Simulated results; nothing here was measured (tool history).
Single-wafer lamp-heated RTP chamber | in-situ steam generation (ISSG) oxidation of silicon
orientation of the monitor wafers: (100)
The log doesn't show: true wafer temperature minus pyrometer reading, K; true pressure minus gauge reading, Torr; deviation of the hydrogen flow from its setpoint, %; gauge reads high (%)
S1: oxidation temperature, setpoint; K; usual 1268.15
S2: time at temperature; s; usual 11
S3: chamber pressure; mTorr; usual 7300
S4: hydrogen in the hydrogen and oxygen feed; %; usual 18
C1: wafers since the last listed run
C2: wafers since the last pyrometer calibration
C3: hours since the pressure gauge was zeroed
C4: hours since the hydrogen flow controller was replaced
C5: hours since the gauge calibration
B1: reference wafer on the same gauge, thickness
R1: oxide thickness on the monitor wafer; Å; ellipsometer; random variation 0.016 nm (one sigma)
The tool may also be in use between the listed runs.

{"run": 1, "hour": 0.0, "S1": 1268.15, "S2": 11, "S3": 7300, "S4": 18, "C1": 0, "C2": 2, "C3": 2114.9, "C4": 6338.4, "C5": 188.3, "B1": 3.794, "R1": 35.64}
{"run": 2, "hour": 26.6, "S1": 1268.15, "S2": 11, "S3": 7300, "S4": 18, "C1": 291, "C2": 293, "C3": 2141.5, "C4": 6365.0, "C5": 214.9, "B1": 3.793, "R1": 35.73}
{"run": 3, "hour": 51.7, "S1": 1268.15, "S2": 11, "S3": 7300, "S4": 18, "C1": 274, "C2": 568, "C3": 2166.6, "C4": 6390.1, "C5": 240.0, "B1": 3.809, "R1": 36.01}
{"run": 4, "hour": 102.9, "S1": 1268.15, "S2": 11, "S3": 7300, "S4": 18, "C1": 560, "C2": 1129, "C3": 2217.8, "C4": 6441.3, "C5": 291.2, "B1": 3.801, "R1": 35.75}
{"run": 5, "hour": 284.3, "S1": 1268.15, "S2": 11, "S3": 7300, "S4": 18, "C1": 1985, "C2": 3114, "C3": 2399.2, "C4": 6622.7, "C5": 472.6, "B1": 3.804, "R1": 35.67}
{"hour": 300.0, "done": "pyrometer window cleaned and pyrometer calibrated"}
{"run": 6, "hour": 345.5, "S1": 1268.15, "S2": 11, "S3": 7300, "S4": 18, "C1": 582, "C2": 498, "C3": 2460.4, "C4": 6683.9, "C5": 533.8, "B1": 3.796, "R1": 35.71}
{"run": 7, "hour": 381.6, "S1": 1268.15, "S2": 11, "S3": 7300, "S4": 18, "C1": 395, "C2": 893, "C3": 2496.5, "C4": 6720.0, "C5": 569.9, "B1": 3.804, "R1": 35.63}
{"run": 8, "hour": 484.9, "S1": 1268.15, "S2": 11, "S3": 7300, "S4": 18, "C1": 1130, "C2": 2024, "C3": 2599.8, "C4": 6823.3, "C5": 673.2, "B1": 3.802, "R1": 35.58}
{"run": 9, "hour": 512.9, "S1": 1268.15, "S2": 11, "S3": 7300, "S4": 18, "C1": 306, "C2": 2331, "C3": 2627.8, "C4": 6851.3, "C5": 701.2, "B1": 3.798, "R1": 35.94}
{"run": 10, "hour": 537.6, "S1": 1268.15, "S2": 11, "S3": 7300, "S4": 18, "C1": 270, "C2": 2601, "C3": 2652.5, "C4": 6876.0, "C5": 725.9, "B1": 3.797, "R1": 35.62}
{"hour": 565.4, "done": "pyrometer window cleaned and pyrometer calibrated"}
{"run": 11, "hour": 600.3, "S1": 1268.15, "S2": 11, "S3": 7300, "S4": 18, "C1": 598, "C2": 381, "C3": 2715.2, "C4": 6938.7, "C5": 788.6, "B1": 3.795, "R1": 35.77}
{"run": 12, "hour": 669.9, "S1": 1268.15, "S2": 11, "S3": 7300, "S4": 18, "C1": 761, "C2": 1143, "C3": 2784.8, "C4": 7008.3, "C5": 858.2, "B1": 3.797, "R1": 35.67}
{"run": 13, "hour": 722.8, "S1": 1268.15, "S2": 13, "S3": 8000, "S4": 13, "C1": 579, "C2": 1722, "C3": 2837.7, "C4": 7061.2, "C5": 911.1, "B1": 3.803, "R1": 35.77}
{"run": 14, "hour": 790.3, "S1": 1268.15, "S2": 11, "S3": 6900, "S4": 18, "C1": 738, "C2": 2461, "C3": 2905.2, "C4": 7128.7, "C5": 978.6, "B1": 3.8, "R1": 35.53}
{"hour": 824.2, "done": "gauge calibrated"}
{"hour": 838.9, "done": "pyrometer window cleaned and pyrometer calibrated"}
{"run": 15, "hour": 843.2, "S1": 1268.15, "S2": 11, "S3": 7300, "S4": 18, "C1": 491, "C2": 46, "C3": 2958.1, "C4": 7181.6, "C5": 19.0, "B1": 3.8, "R1": 35.62}
{"run": 16, "hour": 902.3, "S1": 1268.15, "S2": 14, "S3": 8100, "S4": 18, "C1": 647, "C2": 694, "C3": 3017.2, "C4": 7240.7, "C5": 78.1, "B1": 3.807, "R1": 39.73}
{"run": 17, "hour": 957.0, "S1": 1268.15, "S2": 11, "S3": 7300, "S4": 18, "C1": 598, "C2": 1292, "C3": 3071.9, "C4": 7295.4, "C5": 132.8, "B1": 3.799, "R1": 35.62}

The next listed run, before its measurement:
{"hour": 973.1, "done": "pressure gauge zeroed"}
{"run": 18, "hour": 1001.0, "S1": 1261.15, "S2": 14, "S3": 7300, "S4": 14, "C1": 394, "C2": 1686, "C3": 27.9, "C4": 7339.4, "C5": 176.8, "B1": "?", "R1": "?"}

B1: 3.801
R1: 36.38 Å
Without the tool's hidden state the same run would have given R1 36.38 Å.
